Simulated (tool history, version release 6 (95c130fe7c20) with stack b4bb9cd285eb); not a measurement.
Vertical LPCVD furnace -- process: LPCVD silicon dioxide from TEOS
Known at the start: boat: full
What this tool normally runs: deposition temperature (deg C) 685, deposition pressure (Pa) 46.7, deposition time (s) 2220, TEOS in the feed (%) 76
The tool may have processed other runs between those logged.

| run | hour | deposition temperature (deg C) | deposition pressure (Pa) | deposition time (s) | TEOS in the feed (%) | read-back reference wafer on the same gauge, thickness | film thickness on the monitor wafer in the middle of the boat (nm) |
|---|---|---|---|---|---|---|---|
| 1 | 0 | 685 | 46.7 | 2790 | 76 | 214.96 | 257.19 |
| 2 | 96.3 | 685 | 46.7 | 2790 | 76 | 214.86 | 258.43 |
| 3 | 202.9 | 681 | 46.7 | 2220 | 76 | 214.77 | 187.06 |
| 4 | 306.6 | 681 | 46.7 | 2220 | 76 | 215.13 | 187.82 |
|  | 380.1 | TEOS flow controller replaced |
| 5 | 397.2 | 691 | 46.7 | 2220 | 64 | 215.04 | 219.09 |
| 6 | 485.9 | 691 | 46.7 | 2220 | 64 | 214.9 | 218.07 |
| 7 | 568 | 691 | 46.7 | 2220 | 64 | 215.07 | 219.34 |
| 8 | 633.8 | 685 | 46.7 | 2220 | 76 | 215.03 | 208.09 |
| 9 | 733.4 | 685 | 46.7 | 2220 | 76 | 215.12 | 207.09 |
| 10 | 786.7 | 685 | 46.7 | 2220 | 76 | 215.1 | 208.27 |
| 11 | 855.1 | 679 | 46.7 | 2220 | 76 | 214.97 | 179.05 |
| 12 | 929.2 | 685 | 46.7 | 2790 | 76 | 215.21 | 261.87 |
| 13 | 971 | 685 | 40.7 | 2220 | 76 | 214.92 | 195.65 |
|  | 1013.7 | pressure gauge zeroed |
|  | 1031 | gauge calibrated |
|  | 1032.4 | thermocouples replaced and temperature profile calibrated |
| 14 | 1036.6 | 685 | 46.7 | 2220 | 64 | 214.83 | 187.32 |
| 15 | 1080.4 | 685 | 46.7 | 2220 | 76 | 215.14 | 203.39 |
| 16 | 1125 | 685 | 46.7 | 2220 | 76 | 215.08 | 201.64 |
| 17 | 1212.8 | 685 | 46.7 | 2220 | 80 | 215.14 | 210.41 |
| 18 | 1254.1 | 693 | 46.7 | 3060 | 69 | 214.85 | 325.27 |
| 19 | 1300.5 | 677 | 46.7 | 1410 | 70 | 214.99 | 102.27 |
| 20 | 1336.6 | 680 | 46.7 | 2220 | 82 | 214.94 | 185.61 |
| 21 | 1433.3 | 693 | 46.7 | 3060 | 69 | 214.88 | 323.36 |
| 22 | 1499.9 | 685 | 46.7 | 2220 | 86 | 214.82 | 216.27 |
| 23 | 1550.7 | 674 | 46.7 | 2220 | 64 | 214.84 | 143.32 |
| 24 | 1628.6 | 674 | 46.7 | 2220 | 76 | 214.9 | 154.82 |
| 25 | 1725.9 | 685 | 46.7 | 2220 | 76 | 215.02 | 204.13 |
| 26 | 1831.3 | 685 | 58 | 2940 | 76 | 215.17 | 299.52 |
| 27 | 1983.9 | 689 | 46.7 | 1590 | 76 | 214.99 | 160.12 |
| 28 | 2036.7 | 674 | 56 | 1770 | 83 | 215.28 | 141.84 |
| 29 | 2105.3 | 673 | 46.7 | 2220 | 76 | 215.01 | 152.34 |
| 30 | 2177.4 | 685 | 46.7 | 2220 | 76 | 215.13 | 205.47 |
| 31 | 2279.4 | 685 | 46.7 | 2220 | 76 | 215.07 | 204.89 |
| 32 | 2347.2 | 685 | 46.7 | 2220 | 76 | 214.99 | 203.87 |

What the log doesn't show, run by run:
true tube temperature minus thermocouple reading, K: 0, the same for each run
deviation of the TEOS flow from its setpoint, %: 0, the same for each run
gauge reads high (%): 0, the same for each run
H1: true pressure minus gauge reading, mTorr
| run | H1 |
|---|---|
| 1 | 8.05 |
| 2 | 8.73 |
| 3 | 9.5 |
| 4 | 10.3 |
| 5 | 11 |
| 6 | 11.7 |
| 7 | 12.4 |
| 8 | 12.9 |
| 9 | 13.8 |
| 10 | 14.3 |
| 11 | 14.9 |
| 12 | 15.6 |
| 13 | 16 |
| 14 | 1.12 |
| 15 | 1.12 |
| 16 | 1.14 |
| 17 | 1.17 |
| 18 | 1.2 |
| 19 | 1.23 |
| 20 | 1.26 |
| 21 | 1.35 |
| 22 | 1.43 |
| 23 | 1.5 |
| 24 | 1.62 |
| 25 | 1.8 |
| 26 | 2.01 |
| 27 | 2.38 |
| 28 | 2.52 |
| 29 | 2.71 |
| 30 | 2.93 |
| 31 | 3.26 |
| 32 | 3.49 |
